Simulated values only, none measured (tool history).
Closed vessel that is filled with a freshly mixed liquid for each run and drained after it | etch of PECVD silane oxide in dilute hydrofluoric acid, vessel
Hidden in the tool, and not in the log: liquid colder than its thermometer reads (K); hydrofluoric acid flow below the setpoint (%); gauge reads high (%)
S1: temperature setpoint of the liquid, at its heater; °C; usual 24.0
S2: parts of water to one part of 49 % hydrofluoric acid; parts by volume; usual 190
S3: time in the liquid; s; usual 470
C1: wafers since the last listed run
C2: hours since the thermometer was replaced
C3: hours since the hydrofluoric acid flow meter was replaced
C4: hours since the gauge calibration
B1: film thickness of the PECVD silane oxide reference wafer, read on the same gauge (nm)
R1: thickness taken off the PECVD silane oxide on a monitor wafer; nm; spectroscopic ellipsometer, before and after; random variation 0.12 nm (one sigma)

run 1 day=0.000 | S1=24.0 S2=190 S3=470 | C1=0 C2=1826.7 C3=2160.3 C4=242.1 | B1=109.98 | R1=28.20
run 2 day=0.629 | S1=24.0 S2=190 S3=470 | C1=1424 C2=1841.8 C3=2175.4 C4=257.2 | B1=110.00 | R1=28.13
run 3 day=1.275 | S1=24.0 S2=190 S3=470 | C1=1462 C2=1857.3 C3=2190.9 C4=272.7 | B1=109.96 | R1=28.01
run 4 day=1.625 | S1=24.0 S2=190 S3=470 | C1=792 C2=1865.7 C3=2199.3 C4=281.1 | B1=109.97 | R1=28.08
run 5 day=2.012 | S1=24.0 S2=190 S3=470 | C1=877 C2=1875.0 C3=2208.6 C4=290.4 | B1=109.95 | R1=28.15
run 6 day=2.442 | S1=24.0 S2=230 S3=470 | C1=971 C2=1885.3 C3=2218.9 C4=300.7 | B1=110.03 | R1=22.21
run 7 day=3.046 | S1=24.0 S2=230 S3=470 | C1=1367 C2=1899.8 C3=2233.4 C4=315.2 | B1=110.01 | R1=21.99
run 8 day=3.529 | S1=24.0 S2=230 S3=470 | C1=1094 C2=1911.4 C3=2245.0 C4=326.8 | B1=109.97 | R1=22.03
run 9 day=4.171 | S1=24.0 S2=190 S3=470 | C1=1452 C2=1926.8 C3=2260.4 C4=342.2 | B1=110.01 | R1=27.87
run 10 day=4.483 | S1=24.0 S2=190 S3=470 | C1=707 C2=1934.3 C3=2267.9 C4=349.7 | B1=109.99 | R1=28.05
run 11 day=6.454 | S1=24.0 S2=190 S3=470 | C1=4462 C2=1981.6 C3=2315.2 C4=397.0 | B1=110.01 | R1=27.53
run 12 day=6.783 | S1=24.0 S2=190 S3=470 | C1=745 C2=1989.5 C3=2323.1 C4=404.9 | B1=110.01 | R1=27.76
run 13 day=7.425 | S1=24.0 S2=190 S3=470 | C1=1452 C2=2004.9 C3=2338.5 C4=420.3 | B1=110.03 | R1=27.50
run 14 day=8.071 | S1=25.5 S2=190 S3=470 | C1=1462 C2=2020.4 C3=2354.0 C4=435.8 | B1=110.00 | R1=29.24
-- day=8.371 gauge calibrated
run 15 day=8.583 | S1=25.5 S2=190 S3=470 | C1=1160 C2=2032.7 C3=2366.3 C4=5.1 | B1=109.97 | R1=29.16
run 16 day=9.062 | S1=21.0 S2=135 S3=470 | C1=1084 C2=2044.2 C3=2377.8 C4=16.6 | B1=109.99 | R1=36.63
run 17 day=9.762 | S1=24.0 S2=190 S3=470 | C1=1584 C2=2061.0 C3=2394.6 C4=33.4 | B1=110.02 | R1=27.48
run 18 day=10.329 | S1=26.0 S2=190 S3=650 | C1=1282 C2=2074.6 C3=2408.2 C4=47.0 | B1=110.01 | R1=40.79
run 19 day=11.033 | S1=24.0 S2=110 S3=220 | C1=1594 C2=2091.5 C3=2425.1 C4=63.9 | B1=109.99 | R1=24.36
run 20 day=11.454 | S1=28.5 S2=100 S3=690 | C1=952 C2=2101.6 C3=2435.2 C4=74.0 | B1=110.02 | R1=102.12
-- day=11.704 thermometer replaced
run 21 day=11.746 | S1=24.0 S2=155 S3=585 | C1=566 C2=1.0 C3=2442.2 C4=81.0 | B1=110.01 | R1=47.29
-- day=11.892 hydrofluoric acid flow meter replaced
run 22 day=12.433 | S1=24.0 S2=190 S3=470 | C1=1462 C2=17.5 C3=13.0 C4=97.5 | B1=110.00 | R1=35.12
run 23 day=12.833 | S1=20.5 S2=190 S3=580 | C1=905 C2=27.1 C3=22.6 C4=107.1 | B1=110.01 | R1=38.03
run 24 day=13.550 | S1=26.0 S2=140 S3=590 | C1=1622 C2=44.3 C3=39.8 C4=124.3 | B1=109.98 | R1=68.19
run 25 day=15.212 | S1=24.0 S2=120 S3=700 | C1=3763 C2=84.2 C3=79.7 C4=164.2 | B1=110.02 | R1=89.39
run 26 day=15.792 | S1=28.5 S2=280 S3=345 | C1=1311 C2=98.1 C3=93.6 C4=178.1 | B1=109.96 | R1=18.39
run 27 day=16.404 | S1=24.0 S2=190 S3=470 | C1=1386 C2=112.8 C3=108.3 C4=192.8 | B1=110.03 | R1=34.77
run 28 day=16.692 | S1=20.5 S2=165 S3=250 | C1=650 C2=119.7 C3=115.2 C4=199.7 | B1=110.00 | R1=19.18
run 29 day=16.950 | S1=20.0 S2=245 S3=285 | C1=584 C2=125.9 C3=121.4 C4=205.9 | B1=110.00 | R1=13.27
run 30 day=17.604 | S1=24.0 S2=190 S3=470 | C1=1481 C2=141.6 C3=137.1 C4=221.6 | B1=109.98 | R1=34.56
run 31 day=18.125 | S1=25.5 S2=120 S3=470 | C1=1179 C2=154.1 C3=149.6 C4=234.1 | B1=110.01 | R1=63.18

The tool's hidden state at each run:
gauge reads high (%): 0 in every run
H1: liquid colder than its thermometer reads (K)
H2: hydrofluoric acid flow below the setpoint (%)
run=1 H1=2.09 H2=12.6
run=2 H1=2.1 H2=12.6
run=3 H1=2.12 H2=12.7
run=4 H1=2.13 H2=12.8
run=5 H1=2.14 H2=12.8
run=6 H1=2.15 H2=12.9
run=7 H1=2.16 H2=13
run=8 H1=2.17 H2=13
run=9 H1=2.19 H2=13.1
run=10 H1=2.2 H2=13.2
run=11 H1=2.24 H2=13.4
run=12 H1=2.25 H2=13.5
run=13 H1=2.27 H2=13.6
run=14 H1=2.28 H2=13.6
run=15 H1=2.3 H2=13.7
run=16 H1=2.31 H2=13.8
run=17 H1=2.32 H2=13.9
run=18 H1=2.34 H2=13.9
run=19 H1=2.36 H2=14
run=20 H1=2.37 H2=14.1
run=21 H1=0.252 H2=14.1
run=22 H1=0.269 H2=0.881
run=23 H1=0.279 H2=0.935
run=24 H1=0.296 H2=1.03
run=25 H1=0.337 H2=1.26
run=26 H1=0.351 H2=1.33
run=27 H1=0.366 H2=1.42
run=28 H1=0.373 H2=1.45
run=29 H1=0.379 H2=1.49
run=30 H1=0.395 H2=1.58
run=31 H1=0.408 H2=1.65
